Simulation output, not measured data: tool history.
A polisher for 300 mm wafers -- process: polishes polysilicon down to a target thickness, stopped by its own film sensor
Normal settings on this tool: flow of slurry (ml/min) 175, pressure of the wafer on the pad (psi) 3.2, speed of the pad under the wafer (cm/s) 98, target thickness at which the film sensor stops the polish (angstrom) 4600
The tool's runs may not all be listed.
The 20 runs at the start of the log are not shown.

run,hour,flow of slurry (ml/min),pressure of the wafer on the pad (psi),speed of the pad under the wafer (cm/s),target thickness at which the film sensor stops the polish (angstrom),wafers since the last listed run,wafers polished on this pad,hours since the slurry nozzle was cleaned,hours since the head pressure was calibrated,"incoming thickness of the incoming film, nm",time until the film sensor stopped the polish (s)
21,294.2,175,3.2,98,4600,93,669,23.7,141.7,1089.1,71.7
22,305.6,175,2.5,72,6480,111,781,35.1,153.1,1088.2,84.9
# hour 313.9: worn pad replaced by a new one
23,321.9,190,2.4,98,4600,120,78,51.4,169.4,1087.4,88.7
24,328.1,135,2.4,132,4600,60,138,57.6,175.6,1083.0,73.4
25,345.9,175,2.3,98,5750,173,312,75.4,193.4,1085.9,78.4
26,353.3,175,3.2,98,4600,72,384,82.8,200.8,1089.1,71.6
27,367.2,175,3.2,98,4600,135,520,96.7,214.7,1091.0,73.6
28,384.2,175,2.3,98,2660,165,686,113.7,231.7,1104.7,132.4
29,393.3,175,3.2,98,4600,88,775,122.8,240.8,1073.6,70.4
# hour 403.8: worn pad replaced by a new one
30,408.1,175,2.5,88,3490,105,42,137.6,255.6,1079.0,118.9
31,416.6,175,3.2,98,4600,82,125,146.1,264.1,1088.2,73.0
32,423.7,175,4.1,98,3790,69,194,153.2,271.2,1096.6,65.9
33,460.1,175,3.2,98,4600,355,549,189.6,307.6,1084.7,72.1
34,466.6,135,3.2,130,4600,63,613,196.1,314.1,1106.9,62.2
35,482.2,175,3.2,98,4600,152,765,211.7,329.7,1066.5,74.1
36,493.5,220,4.2,76,6750,110,875,223.0,341.0,1070.4,44.8
37,502.2,175,2.6,98,4600,84,960,231.7,349.7,1084.9,90.9

3 ways to go on from here, each from the tool as it stands after run 37. What would each give?
A,502.7,175,3.2,80,4600,4,965,232.2,350.2,1078.6,?
B,502.7,175,3.7,98,4600,4,965,232.2,350.2,1078.6,?
C,502.7,125,3.7,122,4600,4,965,232.2,350.2,1078.6,?

run,time until the film sensor stopped the polish (s)
A,92.1
B,65.5
C,58.4
With no hidden state in the tool, these same runs would have given:
run,time until the film sensor stopped the polish (s)
A,84.2
B,60.0
C,51.5
